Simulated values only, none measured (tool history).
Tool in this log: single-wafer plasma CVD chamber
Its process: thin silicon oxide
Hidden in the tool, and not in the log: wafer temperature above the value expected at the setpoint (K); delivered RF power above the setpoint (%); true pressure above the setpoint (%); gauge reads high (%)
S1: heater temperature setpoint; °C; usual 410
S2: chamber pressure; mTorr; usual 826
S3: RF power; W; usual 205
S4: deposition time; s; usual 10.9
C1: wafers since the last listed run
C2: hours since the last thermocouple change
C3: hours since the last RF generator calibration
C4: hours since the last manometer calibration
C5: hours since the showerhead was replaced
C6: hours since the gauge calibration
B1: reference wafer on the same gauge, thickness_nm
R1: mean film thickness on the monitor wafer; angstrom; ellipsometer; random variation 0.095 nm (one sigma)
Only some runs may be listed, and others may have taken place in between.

{"run": 1, "hour": 0.0, "S1": 410, "S2": 826, "S3": 205, "S4": 10.9, "C1": 0, "C2": 2319.2, "C3": 483.6, "C4": 1608.0, "C5": 2181.2, "C6": 16.8, "B1": 18.964, "R1": 174.37}
{"run": 2, "hour": 93.0, "S1": 410, "S2": 826, "S3": 205, "S4": 10.9, "C1": 2102, "C2": 2412.2, "C3": 576.6, "C4": 1701.0, "C5": 2274.2, "C6": 109.8, "B1": 19.008, "R1": 175.91}
{"run": 3, "hour": 131.0, "S1": 410, "S2": 826, "S3": 205, "S4": 10.9, "C1": 859, "C2": 2450.2, "C3": 614.6, "C4": 1739.0, "C5": 2312.2, "C6": 147.8, "B1": 19.012, "R1": 175.58}
{"run": 4, "hour": 234.3, "S1": 410, "S2": 826, "S3": 205, "S4": 10.9, "C1": 2335, "C2": 2553.5, "C3": 717.9, "C4": 1842.3, "C5": 2415.5, "C6": 251.1, "B1": 18.99, "R1": 177.52}
{"run": 5, "hour": 294.6, "S1": 410, "S2": 826, "S3": 205, "S4": 10.9, "C1": 1363, "C2": 2613.8, "C3": 778.2, "C4": 1902.6, "C5": 2475.8, "C6": 311.4, "B1": 19.016, "R1": 175.09}
{"run": 6, "hour": 354.3, "S1": 410, "S2": 760, "S3": 220, "S4": 10.9, "C1": 1349, "C2": 2673.5, "C3": 837.9, "C4": 1962.3, "C5": 2535.5, "C6": 371.1, "B1": 18.974, "R1": 166.32}
{"hour": 368.5, "done": "RF generator calibrated"}
{"run": 7, "hour": 420.8, "S1": 410, "S2": 760, "S3": 220, "S4": 10.9, "C1": 1322, "C2": 2740.0, "C3": 52.3, "C4": 2028.8, "C5": 2602.0, "C6": 437.6, "B1": 18.978, "R1": 166.93}
{"run": 8, "hour": 487.4, "S1": 410, "S2": 826, "S3": 205, "S4": 9.8, "C1": 1505, "C2": 2806.6, "C3": 118.9, "C4": 2095.4, "C5": 2668.6, "C6": 504.2, "B1": 19.013, "R1": 155.89}
{"hour": 523.6, "done": "showerhead replaced"}
{"run": 9, "hour": 554.0, "S1": 398, "S2": 826, "S3": 205, "S4": 10.9, "C1": 1324, "C2": 2873.2, "C3": 185.5, "C4": 2162.0, "C5": 30.4, "C6": 570.8, "B1": 19.009, "R1": 177.9}
{"hour": 595.8, "done": "capacitance manometer re-zeroed and calibrated"}
{"run": 10, "hour": 598.6, "S1": 410, "S2": 658, "S3": 205, "S4": 10.9, "C1": 827, "C2": 2917.8, "C3": 230.1, "C4": 2.8, "C5": 75.0, "C6": 615.4, "B1": 18.987, "R1": 136.94}
{"run": 11, "hour": 671.0, "S1": 410, "S2": 826, "S3": 205, "S4": 10.9, "C1": 1636, "C2": 2990.2, "C3": 302.5, "C4": 75.2, "C5": 147.4, "C6": 687.8, "B1": 18.995, "R1": 176.21}
{"run": 12, "hour": 751.4, "S1": 400, "S2": 669, "S3": 205, "S4": 10.9, "C1": 1817, "C2": 3070.6, "C3": 382.9, "C4": 155.6, "C5": 227.8, "C6": 768.2, "B1": 19.007, "R1": 140.36}
{"run": 13, "hour": 809.0, "S1": 410, "S2": 826, "S3": 205, "S4": 10.9, "C1": 1302, "C2": 3128.2, "C3": 440.5, "C4": 213.2, "C5": 285.4, "C6": 825.8, "B1": 19.023, "R1": 175.47}
{"hour": 822.1, "done": "thermocouple changed; heater temperature recalibrated"}
{"run": 14, "hour": 869.9, "S1": 410, "S2": 826, "S3": 205, "S4": 10.9, "C1": 1196, "C2": 47.8, "C3": 501.4, "C4": 274.1, "C5": 346.3, "C6": 886.7, "B1": 18.982, "R1": 175.43}
{"run": 15, "hour": 914.8, "S1": 410, "S2": 826, "S3": 205, "S4": 10.9, "C1": 1015, "C2": 92.7, "C3": 546.3, "C4": 319.0, "C5": 391.2, "C6": 931.6, "B1": 18.986, "R1": 174.16}
{"run": 16, "hour": 1012.7, "S1": 410, "S2": 734, "S3": 205, "S4": 10.9, "C1": 2213, "C2": 190.6, "C3": 644.2, "C4": 416.9, "C5": 489.1, "C6": 1029.5, "B1": 18.992, "R1": 154.58}
{"hour": 1099.2, "done": "RF generator calibrated"}
{"run": 17, "hour": 1188.0, "S1": 424, "S2": 883, "S3": 205, "S4": 9.5, "C1": 3782, "C2": 365.9, "C3": 88.8, "C4": 592.2, "C5": 664.4, "C6": 1204.8, "B1": 19.004, "R1": 161.55}
{"run": 18, "hour": 1263.9, "S1": 398, "S2": 769, "S3": 190, "S4": 11.9, "C1": 1716, "C2": 441.8, "C3": 164.7, "C4": 668.1, "C5": 740.3, "C6": 1280.7, "B1": 18.985, "R1": 172.58}
{"run": 19, "hour": 1336.1, "S1": 417, "S2": 1003, "S3": 165, "S4": 9.6, "C1": 1632, "C2": 514.0, "C3": 236.9, "C4": 740.3, "C5": 812.5, "C6": 1352.9, "B1": 19.011, "R1": 163.12}
{"run": 20, "hour": 1413.8, "S1": 410, "S2": 826, "S3": 205, "S4": 11.7, "C1": 1756, "C2": 591.7, "C3": 314.6, "C4": 818.0, "C5": 890.2, "C6": 1430.6, "B1": 18.999, "R1": 187.6}
{"run": 21, "hour": 1506.7, "S1": 410, "S2": 972, "S3": 205, "S4": 10.2, "C1": 2100, "C2": 684.6, "C3": 407.5, "C4": 910.9, "C5": 983.1, "C6": 1523.5, "B1": 19.02, "R1": 189.13}
{"run": 22, "hour": 1582.7, "S1": 424, "S2": 754, "S3": 190, "S4": 10.9, "C1": 1718, "C2": 760.6, "C3": 483.5, "C4": 986.9, "C5": 1059.1, "C6": 1599.5, "B1": 18.979, "R1": 151.63}
{"run": 23, "hour": 1674.7, "S1": 423, "S2": 826, "S3": 180, "S4": 10.9, "C1": 2080, "C2": 852.6, "C3": 575.5, "C4": 1078.9, "C5": 1151.1, "C6": 1691.5, "B1": 19.014, "R1": 162.67}
{"hour": 1699.5, "done": "gauge calibrated"}
{"run": 24, "hour": 1746.5, "S1": 410, "S2": 826, "S3": 205, "S4": 10.9, "C1": 1623, "C2": 924.4, "C3": 647.3, "C4": 1150.7, "C5": 1222.9, "C6": 47.0, "B1": 19.018, "R1": 175.76}
{"run": 25, "hour": 1789.6, "S1": 400, "S2": 669, "S3": 205, "S4": 10.9, "C1": 974, "C2": 967.5, "C3": 690.4, "C4": 1193.8, "C5": 1266.0, "C6": 90.1, "B1": 19.005, "R1": 140.72}
{"run": 26, "hour": 1840.8, "S1": 410, "S2": 975, "S3": 245, "S4": 12.1, "C1": 1157, "C2": 1018.7, "C3": 741.6, "C4": 1245.0, "C5": 1317.2, "C6": 141.3, "B1": 18.988, "R1": 245.0}
{"hour": 1880.7, "done": "RF generator calibrated"}
{"run": 27, "hour": 1901.8, "S1": 410, "S2": 826, "S3": 205, "S4": 10.9, "C1": 1198, "C2": 1079.7, "C3": 21.1, "C4": 1306.0, "C5": 1378.2, "C6": 202.3, "B1": 19.009, "R1": 174.34}

5 ways to go on from here, each from the tool as it stands after run 27. What would each give?
{"run": "A", "hour": 1902.2, "S1": 410, "S2": 826, "S3": 205, "S4": 10.9, "C1": 9, "C2": 1080.1, "C3": 21.5, "C4": 1306.4, "C5": 1378.6, "C6": 202.7, "B1": "?", "R1": "?"}
{"run": "B", "hour": 1902.2, "S1": 422, "S2": 723, "S3": 205, "S4": 10.2, "C1": 9, "C2": 1080.1, "C3": 21.5, "C4": 1306.4, "C5": 1378.6, "C6": 202.7, "B1": "?", "R1": "?"}
{"run": "C", "hour": 1902.2, "S1": 417, "S2": 675, "S3": 170, "S4": 10.9, "C1": 9, "C2": 1080.1, "C3": 21.5, "C4": 1306.4, "C5": 1378.6, "C6": 202.7, "B1": "?", "R1": "?"}
{"run": "D", "hour": 1902.2, "S1": 401, "S2": 893, "S3": 165, "S4": 9.2, "C1": 9, "C2": 1080.1, "C3": 21.5, "C4": 1306.4, "C5": 1378.6, "C6": 202.7, "B1": "?", "R1": "?"}
{"run": "E", "hour": 1902.2, "S1": 410, "S2": 886, "S3": 205, "S4": 9.5, "C1": 9, "C2": 1080.1, "C3": 21.5, "C4": 1306.4, "C5": 1378.6, "C6": 202.7, "B1": "?", "R1": "?"}

run=A B1=18.998 R1=174.81
run=B B1=18.998 R1=141.05
run=C B1=18.998 R1=127.19
run=D B1=18.998 R1=142.81
run=E B1=18.998 R1=162.48
Take away the tool's hidden state, keep each run's random variation, and the runs would have read:
run=A R1=174.81
run=B R1=141.05
run=C R1=127.19
run=D R1=142.81
run=E R1=162.48

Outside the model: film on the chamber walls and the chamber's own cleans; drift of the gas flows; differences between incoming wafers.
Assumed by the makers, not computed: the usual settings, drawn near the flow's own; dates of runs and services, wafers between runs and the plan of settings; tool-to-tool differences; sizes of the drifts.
